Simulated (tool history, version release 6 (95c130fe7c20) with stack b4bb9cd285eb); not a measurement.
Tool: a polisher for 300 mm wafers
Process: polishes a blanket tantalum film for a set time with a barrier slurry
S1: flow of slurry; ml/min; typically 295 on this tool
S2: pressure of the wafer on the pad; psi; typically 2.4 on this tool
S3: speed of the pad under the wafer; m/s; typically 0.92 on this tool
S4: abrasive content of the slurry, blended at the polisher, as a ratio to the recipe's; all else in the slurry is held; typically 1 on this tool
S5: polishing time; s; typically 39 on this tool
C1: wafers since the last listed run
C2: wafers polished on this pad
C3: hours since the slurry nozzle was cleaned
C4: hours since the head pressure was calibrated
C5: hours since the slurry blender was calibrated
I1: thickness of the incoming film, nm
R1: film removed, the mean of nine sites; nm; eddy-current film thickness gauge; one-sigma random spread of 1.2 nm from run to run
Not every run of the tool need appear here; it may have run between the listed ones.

run 1 hour=0 | S1=295 S2=2.4 S3=0.92 S4=1 S5=39 | C1=0 C2=894 C3=520.6 C4=964.4 C5=111.6 | I1=447.8 | R1=71.8
run 2 hour=35.6 | S1=295 S2=2.4 S3=0.92 S4=1 S5=39 | C1=379 C2=1274 C3=556.2 C4=1000 C5=147.2 | I1=454.5 | R1=71.3
-- hour=42.4 worn pad replaced by a new one
run 3 hour=58.5 | S1=295 S2=2.4 S3=0.92 S4=1 S5=39 | C1=201 C2=171 C3=579.1 C4=1022.9 C5=170.1 | I1=453.5 | R1=71.3
run 4 hour=76.4 | S1=295 S2=2.4 S3=0.92 S4=1 S5=39 | C1=190 C2=362 C3=597 C4=1040.8 C5=188 | I1=451.7 | R1=69.4
run 5 hour=94 | S1=295 S2=2.4 S3=0.92 S4=1 S5=39 | C1=187 C2=550 C3=614.6 C4=1058.4 C5=205.6 | I1=447.4 | R1=68.6
run 6 hour=125.1 | S1=295 S2=2.4 S3=0.92 S4=1 S5=39 | C1=331 C2=881 C3=645.7 C4=1089.5 C5=236.7 | I1=449.6 | R1=70
run 7 hour=139.7 | S1=295 S2=2.4 S3=0.92 S4=1 S5=39 | C1=155 C2=1037 C3=660.3 C4=1104.1 C5=251.3 | I1=449.5 | R1=71.1
run 8 hour=157.7 | S1=255 S2=2.4 S3=0.92 S4=1 S5=39 | C1=191 C2=1229 C3=678.3 C4=1122.1 C5=269.3 | I1=444 | R1=69.9
run 9 hour=181.3 | S1=255 S2=2.4 S3=0.92 S4=1 S5=39 | C1=251 C2=1481 C3=701.9 C4=1145.7 C5=292.9 | I1=459.1 | R1=69.5
-- hour=188.7 worn pad replaced by a new one
run 10 hour=214.1 | S1=265 S2=2.4 S3=0.92 S4=1 S5=39 | C1=307 C2=271 C3=734.7 C4=1178.5 C5=325.7 | I1=450.4 | R1=67.8
-- hour=236.1 slurry nozzle cleaned
run 11 hour=248.9 | S1=295 S2=2.4 S3=0.92 S4=1 S5=39 | C1=360 C2=631 C3=12.8 C4=1213.3 C5=360.5 | I1=448.7 | R1=67.2
run 12 hour=266 | S1=295 S2=1.8 S3=1.02 S4=1 S5=43 | C1=182 C2=813 C3=29.9 C4=1230.4 C5=377.6 | I1=451.8 | R1=61.9
run 13 hour=278.9 | S1=295 S2=2.4 S3=0.92 S4=1 S5=48 | C1=137 C2=951 C3=42.8 C4=1243.3 C5=390.5 | I1=447 | R1=84
-- hour=281 slurry blender recalibrated
-- hour=283.2 head pressure recalibrated
run 14 hour=291.5 | S1=295 S2=2.4 S3=0.92 S4=1 S5=39 | C1=91 C2=1043 C3=55.4 C4=8.3 C5=10.5 | I1=444.3 | R1=78.5
run 15 hour=324.1 | S1=295 S2=2.4 S3=0.92 S4=1 S5=39 | C1=347 C2=1390 C3=88 C4=40.9 C5=43.1 | I1=452 | R1=81.2
-- hour=331.4 worn pad replaced by a new one
run 16 hour=353.5 | S1=295 S2=2.4 S3=0.74 S4=1 S5=30 | C1=270 C2=236 C3=117.4 C4=70.3 C5=72.5 | I1=452.1 | R1=50.6
run 17 hour=382.4 | S1=340 S2=2.4 S3=0.92 S4=0.8 S5=48 | C1=308 C2=544 C3=146.3 C4=99.2 C5=101.4 | I1=453.5 | R1=90.9
run 18 hour=404.4 | S1=325 S2=1.9 S3=0.92 S4=1 S5=39 | C1=234 C2=778 C3=168.3 C4=121.2 C5=123.4 | I1=454 | R1=62.6
run 19 hour=424.6 | S1=250 S2=1.7 S3=1.14 S4=1.2 S5=39 | C1=215 C2=994 C3=188.5 C4=141.4 C5=143.6 | I1=450.3 | R1=72.2
run 20 hour=442.7 | S1=240 S2=2.4 S3=0.92 S4=1.3 S5=31 | C1=192 C2=1187 C3=206.6 C4=159.5 C5=161.7 | I1=448.5 | R1=67.6
run 21 hour=458.7 | S1=295 S2=2.4 S3=1.08 S4=1 S5=39 | C1=170 C2=1357 C3=222.6 C4=175.5 C5=177.7 | I1=447.3 | R1=94.5
-- hour=462.8 worn pad replaced by a new one
run 22 hour=486.4 | S1=295 S2=2.4 S3=0.92 S4=1 S5=39 | C1=252 C2=251 C3=250.3 C4=203.2 C5=205.4 | I1=458.6 | R1=80.6

4 ways to go on from here, each from the tool as it stands after run 22. What would each give?
run A hour=486.8 | S1=295 S2=2.4 S3=0.92 S4=1 S5=39 | C1=4 C2=255 C3=250.7 C4=203.6 C5=205.8 | I1=442.4 | R1=?
run B hour=486.8 | S1=295 S2=3.2 S3=0.92 S4=1 S5=39 | C1=4 C2=255 C3=250.7 C4=203.6 C5=205.8 | I1=442.4 | R1=?
run C hour=486.8 | S1=295 S2=2 S3=0.92 S4=1.1 S5=39 | C1=4 C2=255 C3=250.7 C4=203.6 C5=205.8 | I1=442.4 | R1=?
run D hour=486.8 | S1=245 S2=2.1 S3=0.92 S4=0.85 S5=43 | C1=4 C2=255 C3=250.7 C4=203.6 C5=205.8 | I1=442.4 | R1=?

run=A R1=79
run=B R1=105.3
run=C R1=68
run=D R1=69.8
Without the tool's unlogged condition, the same runs would have read:
run=A R1=78.1
run=B R1=104.1
run=C R1=67.3
run=D R1=69
